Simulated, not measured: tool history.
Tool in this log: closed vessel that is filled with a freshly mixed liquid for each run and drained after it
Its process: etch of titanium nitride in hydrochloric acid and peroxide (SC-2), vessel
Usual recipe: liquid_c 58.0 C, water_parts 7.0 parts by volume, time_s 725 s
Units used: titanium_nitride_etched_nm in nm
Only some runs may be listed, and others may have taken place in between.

| run | hour | liquid_c | water_parts | time_s | wafers since the last listed run | hours since the thermometer was replaced | hours since the chemicals flow meter was replaced | hours since the drum of peroxide was connected | hours since the gauge calibration | read-back film thickness of the titanium nitride reference wafer, read on the same gauge (nm) | titanium_nitride_etched_nm |
|---|---|---|---|---|---|---|---|---|---|---|---|
| 1 | 0.0 | 58.0 | 7.0 | 725 | 0 | 1806.3 | 981.9 | 459.8 | 280.5 | 59.99 | 63.61 |
| 2 | 24.3 | 58.0 | 7.0 | 725 | 943 | 1830.6 | 1006.2 | 484.1 | 304.8 | 60.00 | 62.77 |
| 3 | 55.3 | 58.0 | 7.0 | 725 | 1203 | 1861.6 | 1037.2 | 515.1 | 335.8 | 60.00 | 62.59 |
|  | 62.0 | chemicals flow meter replaced |
| 4 | 71.2 | 58.0 | 7.0 | 725 | 578 | 1877.5 | 9.2 | 531.0 | 351.7 | 60.03 | 62.94 |
| 5 | 101.7 | 54.0 | 5.5 | 725 | 1183 | 1908.0 | 39.7 | 561.5 | 382.2 | 59.99 | 58.42 |
| 6 | 136.5 | 58.0 | 7.0 | 455 | 1350 | 1942.8 | 74.5 | 596.3 | 417.0 | 60.01 | 39.58 |
| 7 | 155.3 | 58.0 | 7.0 | 725 | 729 | 1961.6 | 93.3 | 615.1 | 435.8 | 59.98 | 63.13 |
| 8 | 175.0 | 58.0 | 7.0 | 725 | 764 | 1981.3 | 113.0 | 634.8 | 455.5 | 59.98 | 62.96 |
| 9 | 207.9 | 58.0 | 7.0 | 725 | 1277 | 2014.2 | 145.9 | 667.7 | 488.4 | 60.00 | 62.64 |
|  | 238.9 | new drum of peroxide connected |
| 10 | 239.4 | 58.0 | 7.0 | 725 | 1183 | 2045.7 | 177.4 | 0.5 | 519.9 | 59.97 | 63.20 |
| 11 | 267.1 | 58.0 | 7.0 | 725 | 1075 | 2073.4 | 205.1 | 28.2 | 547.6 | 59.99 | 63.37 |
| 12 | 302.9 | 58.0 | 7.0 | 725 | 1389 | 2109.2 | 240.9 | 64.0 | 583.4 | 59.98 | 62.73 |
| 13 | 331.9 | 58.0 | 7.0 | 725 | 1125 | 2138.2 | 269.9 | 93.0 | 612.4 | 60.03 | 64.13 |
| 14 | 353.1 | 65.0 | 5.5 | 725 | 822 | 2159.4 | 291.1 | 114.2 | 633.6 | 60.01 | 116.79 |
| 15 | 366.1 | 58.0 | 7.0 | 725 | 504 | 2172.4 | 304.1 | 127.2 | 646.6 | 59.97 | 63.14 |
| 16 | 381.7 | 65.5 | 8.5 | 1065 | 605 | 2188.0 | 319.7 | 142.8 | 662.2 | 60.03 | 127.32 |
| 17 | 413.9 | 62.0 | 4.0 | 725 | 1249 | 2220.2 | 351.9 | 175.0 | 694.4 | 60.00 | 122.30 |
| 18 | 434.2 | 63.5 | 4.5 | 865 | 787 | 2240.5 | 372.2 | 195.3 | 714.7 | 60.02 | 145.53 |
| 19 | 460.6 | 54.0 | 8.5 | 395 | 1024 | 2266.9 | 398.6 | 221.7 | 741.1 | 60.02 | 22.77 |
|  | 476.7 | thermometer replaced |
| 20 | 481.5 | 53.5 | 8.5 | 380 | 772 | 4.8 | 419.5 | 242.6 | 762.0 | 59.98 | 21.16 |
| 21 | 494.8 | 54.0 | 6.0 | 325 | 516 | 18.1 | 432.8 | 255.9 | 775.3 | 60.01 | 24.44 |
|  | 501.6 | gauge calibrated |
| 22 | 528.0 | 48.5 | 9.5 | 505 | 1288 | 51.3 | 466.0 | 289.1 | 26.4 | 60.03 | 18.36 |
| 23 | 546.9 | 58.0 | 10.0 | 445 | 733 | 70.2 | 484.9 | 308.0 | 45.3 | 59.97 | 29.12 |
| 24 | 578.1 | 58.0 | 7.0 | 725 | 1211 | 101.4 | 516.1 | 339.2 | 76.5 | 60.01 | 62.63 |
| 25 | 596.3 | 58.0 | 7.0 | 725 | 706 | 119.6 | 534.3 | 357.4 | 94.7 | 60.03 | 62.80 |
| 26 | 610.1 | 58.0 | 8.0 | 410 | 535 | 133.4 | 548.1 | 371.2 | 108.5 | 59.96 | 32.15 |
| 27 | 639.5 | 65.5 | 8.5 | 1065 | 1141 | 162.8 | 577.5 | 400.6 | 137.9 | 60.01 | 125.15 |
| 28 | 665.4 | 58.0 | 7.0 | 725 | 1005 | 188.7 | 603.4 | 426.5 | 163.8 | 59.98 | 63.84 |
| 29 | 697.7 | 49.0 | 4.0 | 925 | 1253 | 221.0 | 635.7 | 458.8 | 196.1 | 59.98 | 65.74 |
| 30 | 730.1 | 58.0 | 7.0 | 590 | 1257 | 253.4 | 668.1 | 491.2 | 228.5 | 60.00 | 51.24 |

Hidden state at the last listed run before each entry between runs and at the first one after, where it differs:
Between runs 3 and 4: chemicals flow meter replaced (hour 62.0)
  the hidden state is the same at both runs
Between runs 9 and 10: new drum of peroxide connected (hour 238.9)
  the hidden state is the same at both runs
Between runs 19 and 20: thermometer replaced (hour 476.7)
  the hidden state is the same at both runs
Between runs 21 and 22: gauge calibrated (hour 501.6)
  the hidden state is the same at both runs

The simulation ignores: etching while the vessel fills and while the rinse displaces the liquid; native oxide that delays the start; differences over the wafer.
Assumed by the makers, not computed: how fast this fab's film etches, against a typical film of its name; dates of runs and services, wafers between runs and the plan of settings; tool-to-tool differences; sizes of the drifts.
